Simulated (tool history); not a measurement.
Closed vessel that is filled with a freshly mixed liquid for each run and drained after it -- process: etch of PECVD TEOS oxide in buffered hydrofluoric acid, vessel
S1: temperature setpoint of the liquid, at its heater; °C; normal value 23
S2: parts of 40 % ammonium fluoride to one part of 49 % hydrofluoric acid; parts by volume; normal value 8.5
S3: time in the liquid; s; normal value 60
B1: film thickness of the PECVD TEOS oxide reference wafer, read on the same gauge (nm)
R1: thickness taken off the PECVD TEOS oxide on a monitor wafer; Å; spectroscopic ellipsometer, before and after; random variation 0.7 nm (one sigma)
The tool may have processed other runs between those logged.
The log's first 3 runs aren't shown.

{"run": 4, "hour": 44.5, "S1": 23, "S2": 8.5, "S3": 40, "B1": 90.03, "R1": 1049.6}
{"run": 5, "hour": 89.9, "S1": 23, "S2": 8.5, "S3": 40, "B1": 89.97, "R1": 1046.9}
{"run": 6, "hour": 107.5, "S1": 23, "S2": 8.5, "S3": 40, "B1": 89.97, "R1": 1056}
{"run": 7, "hour": 121.7, "S1": 23, "S2": 8.5, "S3": 60, "B1": 90.06, "R1": 1579.5}
{"run": 8, "hour": 169.4, "S1": 20, "S2": 8.5, "S3": 60, "B1": 90.02, "R1": 1355.1}
{"run": 9, "hour": 187.4, "S1": 23, "S2": 8.5, "S3": 60, "B1": 90.05, "R1": 1573.3}
{"run": 10, "hour": 197.1, "S1": 23, "S2": 8.5, "S3": 60, "B1": 89.98, "R1": 1598.9}
{"run": 11, "hour": 243.5, "S1": 23, "S2": 8.5, "S3": 60, "B1": 90.01, "R1": 1596.5}
{"run": 12, "hour": 254.5, "S1": 23, "S2": 8.5, "S3": 60, "B1": 90.01, "R1": 1597.6}
{"run": 13, "hour": 261.8, "S1": 23, "S2": 8.5, "S3": 60, "B1": 89.99, "R1": 1601.6}
{"run": 14, "hour": 270.5, "S1": 23, "S2": 8.5, "S3": 60, "B1": 90, "R1": 1620.3}
{"hour": 283.0, "done": "thermometer replaced"}
{"run": 15, "hour": 283.8, "S1": 23, "S2": 8.5, "S3": 60, "B1": 90.05, "R1": 1617.2}
{"run": 16, "hour": 299.5, "S1": 27, "S2": 5.5, "S3": 30, "B1": 90, "R1": 1486.8}
{"run": 17, "hour": 307.7, "S1": 20.5, "S2": 8.5, "S3": 60, "B1": 89.98, "R1": 1408.4}
{"run": 18, "hour": 320.8, "S1": 23, "S2": 8.5, "S3": 60, "B1": 89.98, "R1": 1608.5}
{"run": 19, "hour": 327.5, "S1": 23, "S2": 10, "S3": 85, "B1": 90.01, "R1": 1923.3}
{"run": 20, "hour": 336.7, "S1": 23, "S2": 8.5, "S3": 30, "B1": 90.01, "R1": 813.3}
{"run": 21, "hour": 345.8, "S1": 23, "S2": 8.5, "S3": 30, "B1": 90.02, "R1": 812.7}
{"hour": 351.8, "done": "hydrofluoric acid flow meter replaced"}
{"run": 22, "hour": 353.8, "S1": 27, "S2": 5.5, "S3": 30, "B1": 90.03, "R1": 1360.3}

Run 23 has not been measured yet. What should we expect?
{"run": 23, "hour": 363.2, "S1": 18.5, "S2": 8.5, "S3": 35, "B1": "?", "R1": "?"}

{"run 23": {"B1": 89.99, "R1": 656.6}}
With no hidden state in the tool, this same run would have given R1 651 Å.

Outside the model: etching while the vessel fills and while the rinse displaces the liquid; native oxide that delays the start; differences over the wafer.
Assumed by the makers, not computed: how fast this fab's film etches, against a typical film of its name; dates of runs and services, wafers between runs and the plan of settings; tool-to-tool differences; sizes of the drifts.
